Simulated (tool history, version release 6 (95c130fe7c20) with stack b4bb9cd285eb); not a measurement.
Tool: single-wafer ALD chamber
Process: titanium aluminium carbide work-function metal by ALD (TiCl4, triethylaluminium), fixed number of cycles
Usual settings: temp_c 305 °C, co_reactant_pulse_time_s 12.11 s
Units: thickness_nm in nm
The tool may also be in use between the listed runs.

run	hour	temp_c	co_reactant_pulse_time_s	read-back reference wafer on the same gauge, thickness_nm	thickness_nm
1	0	305	12.11	2.019	2.136
# hour 21.1: thermocouple changed; heater temperature recalibrated
2	45.2	305	15.93	2.02	2.16
3	79.7	310	15.06	2.02	2.207
4	143.1	310	15.06	2.02	2.202
5	213.9	312	14.14	2.019	2.223
6	253.8	312	14.14	2.019	2.213
7	309.7	312	14.14	2.02	2.21
8	432.9	296	12.11	2.02	2.032
9	493.5	292	15.91	2.02	2.038
# hour 538: showerhead replaced
10	553.6	305	12.11	2.02	2.128
11	596.2	291	13.7	2.021	2.006
12	643.4	316	9.72	2.019	2.193
13	684.2	305	12.11	2.02	2.122
14	728.7	293	15.18	2.019	2.022
15	763.1	298	15.72	2.021	2.077
16	812	305	14.61	2.021	2.134
17	853.8	305	12.11	2.02	2.113
18	919.5	301	9.6	2.02	2.042
19	952.8	301	8.57	2.02	2
20	979.6	314	13.6	2.02	2.217
21	1015.5	305	8.83	2.021	2.048
22	1044.2	305	13.8	2.02	2.118
# hour 1056.2: triethylaluminium bottle replaced
23	1111	301	12.11	2.019	2.111
# hour 1318.8: gauge calibrated
24	1327	305	9.38	2.019	2.106

Run 25 comes next. What will it give?
25	1383.8	296	16.02	?	?

Run 25 gave read-back reference wafer on the same gauge, thickness_nm 2.02, thickness_nm 2.071 nm.
Without the tool's hidden state the same run would have given thickness_nm 2.073 nm.
